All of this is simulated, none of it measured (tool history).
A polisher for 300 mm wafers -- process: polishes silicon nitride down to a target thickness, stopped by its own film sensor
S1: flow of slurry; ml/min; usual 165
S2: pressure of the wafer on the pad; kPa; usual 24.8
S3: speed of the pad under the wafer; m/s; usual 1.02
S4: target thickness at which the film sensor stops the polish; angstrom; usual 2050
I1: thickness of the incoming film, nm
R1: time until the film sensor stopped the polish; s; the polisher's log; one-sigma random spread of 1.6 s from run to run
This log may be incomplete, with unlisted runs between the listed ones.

run 1 hour=0.0 | S1=165 S2=19.3 S3=1.02 S4=2050 | I1=363.5 | R1=118.5
run 2 hour=90.0 | S1=135 S2=24.8 S3=1.02 S4=2050 | I1=356.7 | R1=93.2
run 3 hour=131.2 | S1=135 S2=24.8 S3=1.02 S4=2050 | I1=357.8 | R1=92.8
run 4 hour=161.2 | S1=135 S2=24.8 S3=1.02 S4=2050 | I1=357.5 | R1=96.2
run 5 hour=197.9 | S1=165 S2=24.8 S3=0.92 S4=2050 | I1=367.0 | R1=105.3
run 6 hour=262.6 | S1=165 S2=24.8 S3=0.92 S4=2050 | I1=363.8 | R1=104.5
run 7 hour=325.6 | S1=165 S2=24.8 S3=0.92 S4=2050 | I1=363.2 | R1=98.4
run 8 hour=383.2 | S1=165 S2=24.8 S3=0.76 S4=2050 | I1=357.8 | R1=107.2
run 9 hour=416.4 | S1=215 S2=20.0 S3=0.88 S4=2420 | I1=357.4 | R1=91.5
run 10 hour=458.8 | S1=200 S2=24.8 S3=1.02 S4=2050 | I1=356.0 | R1=89.2
run 11 hour=489.1 | S1=165 S2=19.3 S3=1.02 S4=2050 | I1=365.0 | R1=130.4
run 12 hour=519.5 | S1=165 S2=24.8 S3=0.92 S4=2050 | I1=362.7 | R1=101.0
run 13 hour=553.9 | S1=165 S2=24.8 S3=1.26 S4=2050 | I1=359.1 | R1=82.5
run 14 hour=614.5 | S1=130 S2=19.3 S3=0.66 S4=2050 | I1=358.9 | R1=158.2
run 15 hour=662.0 | S1=165 S2=24.8 S3=1.02 S4=2050 | I1=358.2 | R1=98.2
run 16 hour=714.7 | S1=165 S2=22.8 S3=1.02 S4=1770 | I1=358.1 | R1=131.1

The log once held 6 entries between its listed runs, left out of this copy. Where does each go, and what is different about the tool's unlogged condition between the listed run before it and the listed run after it?
Run 1 -> run 2: worn pad replaced by a new one (hour 67.4)
  deviation of the head's pressure from its setpoint, %: -1.59 -> -4
  measured minus no-state result, R1: +1.9 -> +3.7 s
Run 5 -> run 6: slurry nozzle cleaned (hour 240.7); worn pad replaced by a new one (hour 248.9)
  deviation of the head's pressure from its setpoint, %: -6.89 -> -8.62
  measured minus no-state result, R1: +7.2 -> +9.0 s
Run 6 -> run 7: head pressure recalibrated (hour 295.7)
  deviation of the head's pressure from its setpoint, %: -8.62 -> -0.821
  measured minus no-state result, R1: +9.0 -> +0.8 s
Run 8 -> run 9: worn pad replaced by a new one (hour 408.1)
  deviation of the head's pressure from its setpoint, %: -2.36 -> -3.25
  measured minus no-state result, R1: +2.5 -> +3.0 s
Run 13 -> run 14: worn pad replaced by a new one (hour 585.9)
  deviation of the head's pressure from its setpoint, %: -6.93 -> -8.55
  measured minus no-state result, R1: +5.7 -> +13.5 s
